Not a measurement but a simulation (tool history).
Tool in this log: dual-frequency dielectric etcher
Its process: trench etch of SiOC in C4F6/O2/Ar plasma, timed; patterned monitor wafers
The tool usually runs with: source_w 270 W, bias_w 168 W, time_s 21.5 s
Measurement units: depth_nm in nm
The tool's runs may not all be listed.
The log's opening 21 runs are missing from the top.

run	day	source_w	bias_w	time_s	wafers since the last listed run	hours since the last wet clean	hours since the last source power generator calibration	hours since the last bias power generator calibration	hours since the last upper electrode change	hours since the gauge calibration	read-back reference wafer on the same gauge, depth_nm	depth_nm
# day 63.858: bias power generator calibrated
# day 65.079: upper electrode replaced
# day 69.638: wet clean of the chamber
22	69.658	310	134	26.5	3241	0.5	893.1	139.2	109.9	387.7	36.28	45.42
23	71.325	270	168	21.5	599	40.5	933.1	179.2	149.9	427.7	36.28	38.68
24	74.55	270	168	21.5	1159	117.9	1010.5	256.6	227.3	505.1	36.26	38.36
25	77.142	240	168	21.5	931	180.1	1072.7	318.8	289.5	567.3	36.28	37.21
26	79.446	240	192	21.5	828	235.4	1128	374.1	344.8	622.6	36.35	39.14
27	83.617	270	145	21.5	1499	335.5	1228.1	474.2	444.9	722.7	36.31	36.43
28	86.492	270	191	15.5	1033	404.5	1297.1	543.2	513.9	791.7	36.26	29.14
29	88.338	270	168	21.5	663	448.8	1341.4	587.5	558.2	836	36.33	38.47
# day 90.054: wet clean of the chamber
30	91.6	270	168	21.5	813	37.1	1419.7	665.8	636.5	914.3	36.3	38.55

Alternative continuations, all from the tool just after run 30; predict every row:
A	91.617	270	168	24.5	5	37.5	1420.1	666.2	636.9	914.7	?	?
B	91.617	270	130	21.5	5	37.5	1420.1	666.2	636.9	914.7	?	?
C	91.617	240	168	17.5	5	37.5	1420.1	666.2	636.9	914.7	?	?

run	read-back reference wafer on the same gauge, depth_nm	depth_nm
A	36.31	44.11
B	36.31	35.23
C	36.31	30.47
Had the tool no hidden state, the same runs would have come out as:
run	depth_nm
A	44.08
B	35.21
C	30.45
